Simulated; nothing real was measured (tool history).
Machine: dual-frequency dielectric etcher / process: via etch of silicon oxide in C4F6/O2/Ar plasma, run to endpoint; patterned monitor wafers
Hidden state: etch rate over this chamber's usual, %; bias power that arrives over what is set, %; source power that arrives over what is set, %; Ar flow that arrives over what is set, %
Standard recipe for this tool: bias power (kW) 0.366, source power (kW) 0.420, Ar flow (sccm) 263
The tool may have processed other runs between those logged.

run	hour	bias power (kW)	source power (kW)	Ar flow (sccm)	wafers since the last listed run	hours since the last wet clean	hours since the last bias power generator calibration	hours since the last source power generator calibration	hours since the last Ar flow controller change	hours since the last upper electrode change	incoming incoming film thickness, nm	endpoint time (s)
1	0.0	0.320	0.420	263	0	483.2	4271.8	2797.9	5123.8	3507.4	131.9	28.5
2	42.9	0.320	0.420	263	739	526.1	4314.7	2840.8	5166.7	3550.3	130.8	28.6
3	66.8	0.320	0.420	263	412	550.0	4338.6	2864.7	5190.6	3574.2	131.9	28.7
4	78.6	0.366	0.360	263	203	561.8	4350.4	2876.5	5202.4	3586.0	129.3	29.4
5	127.2	0.366	0.360	263	838	610.4	4399.0	2925.1	5251.0	3634.6	131.5	30.0
# hour 144.0: source power generator calibrated
6	144.5	0.366	0.360	263	229	627.7	4416.3	0.5	5268.3	3651.9	129.8	29.1
7	150.7	0.366	0.420	263	106	633.9	4422.5	6.7	5274.5	3658.1	131.7	27.6
# hour 179.5: wet clean of the chamber
8	180.0	0.366	0.420	263	91	0.5	4451.8	36.0	5303.8	3687.4	130.6	26.7
9	180.3	0.366	0.420	263	5	0.8	4452.1	36.3	5304.1	3687.7	130.6	26.7
10	180.6	0.427	0.460	263	5	1.1	4452.4	36.6	5304.4	3688.0	131.1	24.8
# hour 185.3: bias power generator calibrated
11	194.4	0.404	0.330	212	169	14.9	9.1	50.4	5318.2	3701.8	131.8	28.3
# hour 204.2: Ar flow controller replaced
# hour 224.8: wet clean of the chamber, repeated, since the last time left the tool worse
# hour 230.8: upper electrode replaced
12	231.3	0.303	0.380	263	73	6.5	46.0	87.3	27.1	0.5	129.3	30.9
13	231.6	0.398	0.420	314	5	6.8	46.3	87.6	27.4	0.8	129.8	28.5
14	239.9	0.342	0.420	291	143	15.1	54.6	95.9	35.7	9.1	130.8	29.2
15	284.9	0.366	0.420	263	776	60.1	99.6	140.9	80.7	54.1	129.5	28.1
16	299.3	0.398	0.350	243	248	74.5	114.0	155.3	95.1	68.5	131.2	30.1
17	313.9	0.366	0.420	263	251	89.1	128.6	169.9	109.7	83.1	129.3	28.0
18	325.8	0.310	0.370	220	205	101.0	140.5	181.8	121.6	95.0	132.0	30.6
19	334.5	0.338	0.350	324	150	109.7	149.2	190.5	130.3	103.7	131.4	32.4
20	346.7	0.336	0.370	263	210	121.9	161.4	202.7	142.5	115.9	131.9	31.0

What if the next run were any one of these 3? Each begins from the tool's condition after run 20:
A	347.1	0.366	0.420	263	6	122.3	161.8	203.1	142.9	116.3	129.8	?
B	347.1	0.366	0.420	235	6	122.3	161.8	203.1	142.9	116.3	129.8	?
C	347.1	0.282	0.330	282	6	122.3	161.8	203.1	142.9	116.3	129.8	?

run	endpoint time (s)
A	28.1
B	27.6
C	33.6
Without the tool's unlogged condition, the same runs would have read:
run	endpoint time (s)
A	28.3
B	27.9
C	33.9

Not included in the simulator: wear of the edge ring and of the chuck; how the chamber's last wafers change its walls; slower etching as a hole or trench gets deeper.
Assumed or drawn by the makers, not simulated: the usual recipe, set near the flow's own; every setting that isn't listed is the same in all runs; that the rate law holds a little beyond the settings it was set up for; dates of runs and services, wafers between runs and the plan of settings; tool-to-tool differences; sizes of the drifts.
